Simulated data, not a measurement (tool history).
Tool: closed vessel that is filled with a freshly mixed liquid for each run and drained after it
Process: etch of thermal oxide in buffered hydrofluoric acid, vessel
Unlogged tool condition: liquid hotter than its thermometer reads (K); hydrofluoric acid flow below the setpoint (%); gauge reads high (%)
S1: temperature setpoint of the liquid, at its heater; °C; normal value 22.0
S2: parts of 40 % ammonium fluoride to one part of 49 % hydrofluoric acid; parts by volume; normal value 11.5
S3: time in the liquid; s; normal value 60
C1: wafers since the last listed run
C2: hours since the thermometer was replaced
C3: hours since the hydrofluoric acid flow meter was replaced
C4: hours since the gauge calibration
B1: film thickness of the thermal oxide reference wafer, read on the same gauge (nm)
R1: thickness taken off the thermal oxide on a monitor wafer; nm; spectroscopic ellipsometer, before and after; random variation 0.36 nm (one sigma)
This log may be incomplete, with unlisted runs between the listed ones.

{"run": 1, "day": 0.0, "S1": 22.0, "S2": 14.0, "S3": 60, "C1": 0, "C2": 268.6, "C3": 1202.2, "C4": 850.4, "B1": 60.04, "R1": 41.57}
{"run": 2, "day": 3.246, "S1": 22.0, "S2": 14.0, "S3": 60, "C1": 10665, "C2": 346.5, "C3": 1280.1, "C4": 928.3, "B1": 59.97, "R1": 41.53}
{"run": 3, "day": 6.308, "S1": 22.0, "S2": 14.0, "S3": 60, "C1": 10062, "C2": 420.0, "C3": 1353.6, "C4": 1001.8, "B1": 60.02, "R1": 42.12}
{"run": 4, "day": 7.867, "S1": 22.0, "S2": 11.5, "S3": 60, "C1": 5120, "C2": 457.4, "C3": 1391.0, "C4": 1039.2, "B1": 60.01, "R1": 51.04}
{"run": 5, "day": 9.988, "S1": 22.0, "S2": 11.5, "S3": 60, "C1": 6968, "C2": 508.3, "C3": 1441.9, "C4": 1090.1, "B1": 60.01, "R1": 50.99}
{"day": 11.058, "done": "thermometer replaced"}
{"run": 6, "day": 13.354, "S1": 22.0, "S2": 11.5, "S3": 60, "C1": 10925, "C2": 55.1, "C3": 1522.7, "C4": 1170.9, "B1": 60.03, "R1": 48.06}
{"run": 7, "day": 15.054, "S1": 22.0, "S2": 11.5, "S3": 60, "C1": 5585, "C2": 95.9, "C3": 1563.5, "C4": 1211.7, "B1": 60.02, "R1": 48.53}
{"run": 8, "day": 17.754, "S1": 22.0, "S2": 11.5, "S3": 60, "C1": 8871, "C2": 160.7, "C3": 1628.3, "C4": 1276.5, "B1": 60.0, "R1": 48.62}
{"run": 9, "day": 19.683, "S1": 21.0, "S2": 11.5, "S3": 60, "C1": 6338, "C2": 207.0, "C3": 1674.6, "C4": 1322.8, "B1": 59.98, "R1": 46.75}
{"run": 10, "day": 21.625, "S1": 22.0, "S2": 11.5, "S3": 60, "C1": 6379, "C2": 253.6, "C3": 1721.2, "C4": 1369.4, "B1": 59.99, "R1": 49.67}
{"run": 11, "day": 23.692, "S1": 22.0, "S2": 11.5, "S3": 60, "C1": 6790, "C2": 303.2, "C3": 1770.8, "C4": 1419.0, "B1": 59.99, "R1": 50.13}
{"run": 12, "day": 26.362, "S1": 22.0, "S2": 11.5, "S3": 60, "C1": 8775, "C2": 367.3, "C3": 1834.9, "C4": 1483.1, "B1": 59.98, "R1": 49.96}
{"day": 28.733, "done": "gauge calibrated"}
{"day": 33.342, "done": "thermometer replaced"}
{"run": 13, "day": 34.975, "S1": 22.0, "S2": 11.5, "S3": 60, "C1": 28161, "C2": 39.2, "C3": 2041.6, "C4": 149.8, "B1": 60.0, "R1": 54.76}
{"run": 14, "day": 36.671, "S1": 22.0, "S2": 11.5, "S3": 60, "C1": 5572, "C2": 79.9, "C3": 2082.3, "C4": 190.5, "B1": 60.03, "R1": 55.42}
{"run": 15, "day": 40.062, "S1": 22.0, "S2": 11.5, "S3": 70, "C1": 11144, "C2": 161.3, "C3": 2163.7, "C4": 271.9, "B1": 60.02, "R1": 64.68}
{"run": 16, "day": 42.058, "S1": 18.0, "S2": 11.5, "S3": 60, "C1": 6557, "C2": 209.2, "C3": 2211.6, "C4": 319.8, "B1": 59.97, "R1": 44.53}
{"run": 17, "day": 46.283, "S1": 22.0, "S2": 8.5, "S3": 70, "C1": 13882, "C2": 310.6, "C3": 2313.0, "C4": 421.2, "B1": 59.97, "R1": 85.36}
{"run": 18, "day": 48.275, "S1": 22.0, "S2": 13.5, "S3": 90, "C1": 6544, "C2": 358.4, "C3": 2360.8, "C4": 469.0, "B1": 60.01, "R1": 73.54}
{"run": 19, "day": 50.017, "S1": 22.0, "S2": 11.5, "S3": 60, "C1": 5722, "C2": 400.2, "C3": 2402.6, "C4": 510.8, "B1": 59.99, "R1": 56.83}
{"day": 53.646, "done": "thermometer replaced, repeated, since the last time left the tool worse"}
{"run": 20, "day": 53.771, "S1": 17.5, "S2": 11.5, "S3": 85, "C1": 12198, "C2": 3.0, "C3": 2492.7, "C4": 600.9, "B1": 59.97, "R1": 52.98}
{"run": 21, "day": 56.021, "S1": 17.0, "S2": 11.5, "S3": 80, "C1": 7392, "C2": 57.0, "C3": 2546.7, "C4": 654.9, "B1": 59.96, "R1": 49.49}
{"day": 56.796, "done": "hydrofluoric acid flow meter replaced"}
{"run": 22, "day": 59.946, "S1": 17.5, "S2": 9.5, "S3": 60, "C1": 12759, "C2": 151.2, "C3": 75.6, "C4": 749.1, "B1": 59.99, "R1": 44.7}
{"run": 23, "day": 61.929, "S1": 22.0, "S2": 11.5, "S3": 60, "C1": 6516, "C2": 198.8, "C3": 123.2, "C4": 796.7, "B1": 60.02, "R1": 49.45}
{"run": 24, "day": 65.679, "S1": 22.0, "S2": 11.5, "S3": 85, "C1": 12321, "C2": 288.8, "C3": 213.2, "C4": 886.7, "B1": 59.99, "R1": 70.97}
{"run": 25, "day": 69.921, "S1": 26.0, "S2": 11.5, "S3": 60, "C1": 13937, "C2": 390.6, "C3": 315.0, "C4": 988.5, "B1": 59.99, "R1": 63.14}
{"run": 26, "day": 72.842, "S1": 23.5, "S2": 11.5, "S3": 60, "C1": 9597, "C2": 460.7, "C3": 385.1, "C4": 1058.6, "B1": 59.98, "R1": 55.89}
{"run": 27, "day": 76.358, "S1": 22.0, "S2": 11.5, "S3": 60, "C1": 11554, "C2": 545.1, "C3": 469.5, "C4": 1143.0, "B1": 59.98, "R1": 51.2}
{"run": 28, "day": 79.129, "S1": 25.0, "S2": 15.0, "S3": 60, "C1": 9104, "C2": 611.6, "C3": 536.0, "C4": 1209.5, "B1": 60.01, "R1": 47.04}
{"day": 81.008, "done": "thermometer replaced"}
{"run": 29, "day": 83.104, "S1": 25.5, "S2": 11.5, "S3": 60, "C1": 12924, "C2": 50.3, "C3": 631.4, "C4": 1304.9, "B1": 60.02, "R1": 58.54}

Predict each of these 5 candidate next runs independently; none follows another, all start after run 29:
{"run": "A", "day": 83.133, "S1": 22.0, "S2": 11.5, "S3": 45, "C1": 95, "C2": 51.0, "C3": 632.1, "C4": 1305.6, "B1": "?", "R1": "?"}
{"run": "B", "day": 83.133, "S1": 22.0, "S2": 14.5, "S3": 45, "C1": 95, "C2": 51.0, "C3": 632.1, "C4": 1305.6, "B1": "?", "R1": "?"}
{"run": "C", "day": 83.133, "S1": 24.5, "S2": 13.5, "S3": 50, "C1": 95, "C2": 51.0, "C3": 632.1, "C4": 1305.6, "B1": "?", "R1": "?"}
{"run": "D", "day": 83.133, "S1": 22.0, "S2": 13.5, "S3": 60, "C1": 95, "C2": 51.0, "C3": 632.1, "C4": 1305.6, "B1": "?", "R1": "?"}
{"run": "E", "day": 83.133, "S1": 22.0, "S2": 13.0, "S3": 45, "C1": 95, "C2": 51.0, "C3": 632.1, "C4": 1305.6, "B1": "?", "R1": "?"}

run=A B1=59.98 R1=36.08
run=B B1=59.98 R1=28.75
run=C B1=59.98 R1=39.30
run=D B1=59.98 R1=41.13
run=E B1=59.98 R1=32.01
With the hidden condition removed and each run's random variation left untouched, the same runs would have given:
run=A R1=35.87
run=B R1=28.58
run=C R1=39.07
run=D R1=40.88
run=E R1=31.81
